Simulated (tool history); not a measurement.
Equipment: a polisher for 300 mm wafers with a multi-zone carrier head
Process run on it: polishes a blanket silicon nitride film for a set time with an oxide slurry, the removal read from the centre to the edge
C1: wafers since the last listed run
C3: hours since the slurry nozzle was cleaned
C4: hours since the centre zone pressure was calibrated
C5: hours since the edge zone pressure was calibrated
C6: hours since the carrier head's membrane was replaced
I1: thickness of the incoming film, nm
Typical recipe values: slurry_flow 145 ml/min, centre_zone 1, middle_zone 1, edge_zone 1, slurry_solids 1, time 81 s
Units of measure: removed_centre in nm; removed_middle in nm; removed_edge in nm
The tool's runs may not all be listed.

run 1 hour=0 | slurry_flow=145 centre_zone=1 middle_zone=1 edge_zone=1 slurry_solids=1 time=81 | C1=0 wafers_polished_on_this_pad=124 C3=209.4 C4=7.1 C5=487.7 C6=886.1 | I1=569.2 | removed_centre=54.9 removed_middle=53.3 removed_edge=57.4
run 2 hour=21.6 | slurry_flow=135 centre_zone=1 middle_zone=1 edge_zone=1 slurry_solids=1 time=81 | C1=222 wafers_polished_on_this_pad=347 C3=231 C4=28.7 C5=509.3 C6=907.7 | I1=571.5 | removed_centre=53.8 removed_middle=52.6 removed_edge=55.5
-- hour=33.1 slurry nozzle cleaned
run 3 hour=41.3 | slurry_flow=145 centre_zone=1 middle_zone=1 edge_zone=1 slurry_solids=1 time=81 | C1=192 wafers_polished_on_this_pad=540 C3=8.2 C4=48.4 C5=529 C6=927.4 | I1=567.4 | removed_centre=55.2 removed_middle=53.6 removed_edge=57.4
run 4 hour=74.3 | slurry_flow=145 centre_zone=1 middle_zone=1 edge_zone=1 slurry_solids=1 time=81 | C1=339 wafers_polished_on_this_pad=880 C3=41.2 C4=81.4 C5=562 C6=960.4 | I1=568.1 | removed_centre=54.6 removed_middle=54.7 removed_edge=57.2
run 5 hour=90.2 | slurry_flow=145 centre_zone=1 middle_zone=1 edge_zone=1 slurry_solids=1 time=81 | C1=163 wafers_polished_on_this_pad=1043 C3=57.1 C4=97.3 C5=577.9 C6=976.3 | I1=572.1 | removed_centre=55.5 removed_middle=53.8 removed_edge=56.4
-- hour=119.4 carrier head's membrane replaced by a new one
run 6 hour=124 | slurry_flow=145 centre_zone=1 middle_zone=1 edge_zone=1 slurry_solids=1.15 time=81 | C1=296 wafers_polished_on_this_pad=1340 C3=90.9 C4=131.1 C5=611.7 C6=4.6 | I1=579.5 | removed_centre=61.5 removed_middle=58.6 removed_edge=62.7
run 7 hour=145.5 | slurry_flow=145 centre_zone=1 middle_zone=1.05 edge_zone=1 slurry_solids=1 time=106 | C1=221 wafers_polished_on_this_pad=1562 C3=112.4 C4=152.6 C5=633.2 C6=26.1 | I1=561.5 | removed_centre=72.1 removed_middle=71.6 removed_edge=74.4
-- hour=154.4 worn pad replaced by a new one
run 8 hour=165.7 | slurry_flow=145 centre_zone=0.9 middle_zone=1 edge_zone=1 slurry_solids=1 time=81 | C1=166 wafers_polished_on_this_pad=116 C3=132.6 C4=172.8 C5=653.4 C6=46.3 | I1=575.5 | removed_centre=49.3 removed_middle=53.1 removed_edge=56.9
run 9 hour=198.9 | slurry_flow=145 centre_zone=1 middle_zone=1.09 edge_zone=1 slurry_solids=1 time=81 | C1=342 wafers_polished_on_this_pad=458 C3=165.8 C4=206 C5=686.6 C6=79.5 | I1=566.9 | removed_centre=55.8 removed_middle=56.9 removed_edge=56.2
-- hour=212.7 edge zone pressure recalibrated
run 10 hour=213.2 | slurry_flow=145 centre_zone=1.11 middle_zone=0.93 edge_zone=1 slurry_solids=1 time=81 | C1=126 wafers_polished_on_this_pad=585 C3=180.1 C4=220.3 C5=0.5 C6=93.8 | I1=566.7 | removed_centre=61.2 removed_middle=49.5 removed_edge=56
run 11 hour=240.2 | slurry_flow=145 centre_zone=1 middle_zone=1 edge_zone=1.11 slurry_solids=1 time=81 | C1=278 wafers_polished_on_this_pad=863 C3=207.1 C4=247.3 C5=27.5 C6=120.8 | I1=567.8 | removed_centre=56.5 removed_middle=53.8 removed_edge=59.9
-- hour=307.3 worn pad replaced by a new one
run 12 hour=307.8 | slurry_flow=145 centre_zone=1 middle_zone=1 edge_zone=1 slurry_solids=1 time=81 | C1=655 wafers_polished_on_this_pad=5 C3=274.7 C4=314.9 C5=95.1 C6=188.4 | I1=577.1 | removed_centre=55.9 removed_middle=54.3 removed_edge=56.5
-- hour=310.8 slurry nozzle cleaned
run 13 hour=329 | slurry_flow=145 centre_zone=1 middle_zone=0.89 edge_zone=1 slurry_solids=1 time=104 | C1=208 wafers_polished_on_this_pad=213 C3=18.2 C4=336.1 C5=116.3 C6=209.6 | I1=575.6 | removed_centre=73 removed_middle=61.6 removed_edge=72.7
run 14 hour=363.1 | slurry_flow=145 centre_zone=0.95 middle_zone=1 edge_zone=1 slurry_solids=1 time=81 | C1=351 wafers_polished_on_this_pad=564 C3=52.3 C4=370.2 C5=150.4 C6=243.7 | I1=576.8 | removed_centre=52.1 removed_middle=51.7 removed_edge=58.8
run 15 hour=377 | slurry_flow=145 centre_zone=1 middle_zone=1 edge_zone=1 slurry_solids=1 time=81 | C1=143 wafers_polished_on_this_pad=707 C3=66.2 C4=384.1 C5=164.3 C6=257.6 | I1=577.2 | removed_centre=54.3 removed_middle=53.2 removed_edge=57.5
run 16 hour=405.5 | slurry_flow=190 centre_zone=1 middle_zone=1 edge_zone=1.05 slurry_solids=0.9 time=106 | C1=293 wafers_polished_on_this_pad=1001 C3=94.7 C4=412.6 C5=192.8 C6=286.1 | I1=570.5 | removed_centre=70.9 removed_middle=68 removed_edge=72.9
run 17 hour=422.6 | slurry_flow=145 centre_zone=1 middle_zone=1 edge_zone=1 slurry_solids=1 time=81 | C1=176 wafers_polished_on_this_pad=1177 C3=111.8 C4=429.7 C5=209.9 C6=303.2 | I1=570 | removed_centre=54.3 removed_middle=53.5 removed_edge=58.3
run 18 hour=437.7 | slurry_flow=145 centre_zone=1 middle_zone=1 edge_zone=1.1 slurry_solids=1.1 time=81 | C1=155 wafers_polished_on_this_pad=1333 C3=126.9 C4=444.8 C5=225 C6=318.3 | I1=578.2 | removed_centre=59.7 removed_middle=56.7 removed_edge=63.6
-- hour=457.1 worn pad replaced by a new one
run 19 hour=463.9 | slurry_flow=145 centre_zone=1 middle_zone=0.92 edge_zone=1 slurry_solids=1.3 time=81 | C1=228 wafers_polished_on_this_pad=70 C3=153.1 C4=471 C5=251.2 C6=344.5 | I1=575.7 | removed_centre=65.1 removed_middle=57.4 removed_edge=66.7
run 20 hour=479.3 | slurry_flow=125 centre_zone=1 middle_zone=1 edge_zone=1 slurry_solids=1 time=99 | C1=158 wafers_polished_on_this_pad=228 C3=168.5 C4=486.4 C5=266.6 C6=359.9 | I1=566.7 | removed_centre=66.3 removed_middle=64.6 removed_edge=69
run 21 hour=510.9 | slurry_flow=145 centre_zone=1 middle_zone=1 edge_zone=1 slurry_solids=1 time=81 | C1=325 wafers_polished_on_this_pad=554 C3=200.1 C4=518 C5=298.2 C6=391.5 | I1=576.5 | removed_centre=54.5 removed_middle=53.2 removed_edge=57.3

Predict each of these 5 candidate next runs independently; none follows another, all start after run 21:
run A hour=511.4 | slurry_flow=105 centre_zone=1 middle_zone=1 edge_zone=1 slurry_solids=1 time=81 | C1=5 wafers_polished_on_this_pad=559 C3=200.6 C4=518.5 C5=298.7 C6=392 | I1=560.1 | removed_centre=? removed_middle=? removed_edge=?
run B hour=511.4 | slurry_flow=145 centre_zone=1 middle_zone=0.89 edge_zone=1 slurry_solids=1 time=81 | C1=5 wafers_polished_on_this_pad=559 C3=200.6 C4=518.5 C5=298.7 C6=392 | I1=560.1 | removed_centre=? removed_middle=? removed_edge=?
run C hour=511.4 | slurry_flow=175 centre_zone=0.96 middle_zone=0.95 edge_zone=1.06 slurry_solids=1 time=81 | C1=5 wafers_polished_on_this_pad=559 C3=200.6 C4=518.5 C5=298.7 C6=392 | I1=560.1 | removed_centre=? removed_middle=? removed_edge=?
run D hour=511.4 | slurry_flow=145 centre_zone=1.11 middle_zone=1.1 edge_zone=1 slurry_solids=1 time=81 | C1=5 wafers_polished_on_this_pad=559 C3=200.6 C4=518.5 C5=298.7 C6=392 | I1=560.1 | removed_centre=? removed_middle=? removed_edge=?
run E hour=511.4 | slurry_flow=145 centre_zone=0.92 middle_zone=1 edge_zone=1.12 slurry_solids=1 time=81 | C1=5 wafers_polished_on_this_pad=559 C3=200.6 C4=518.5 C5=298.7 C6=392 | I1=560.1 | removed_centre=? removed_middle=? removed_edge=?

run=A removed_centre=52.3 removed_middle=51.8 removed_edge=55
run=B removed_centre=54.8 removed_middle=49.1 removed_edge=56.8
run=C removed_centre=54 removed_middle=53 removed_edge=59.2
run=D removed_centre=61 removed_middle=58.6 removed_edge=56.6
run=E removed_centre=50.4 removed_middle=54.1 removed_edge=59.7
Without the tool's hidden state the same runs would have given:
run=A removed_centre=52.3 removed_middle=51.8 removed_edge=55
run=B removed_centre=54.8 removed_middle=49.1 removed_edge=56.8
run=C removed_centre=54 removed_middle=53 removed_edge=59.2
run=D removed_centre=61 removed_middle=58.6 removed_edge=56.6
run=E removed_centre=50.4 removed_middle=54.1 removed_edge=59.7

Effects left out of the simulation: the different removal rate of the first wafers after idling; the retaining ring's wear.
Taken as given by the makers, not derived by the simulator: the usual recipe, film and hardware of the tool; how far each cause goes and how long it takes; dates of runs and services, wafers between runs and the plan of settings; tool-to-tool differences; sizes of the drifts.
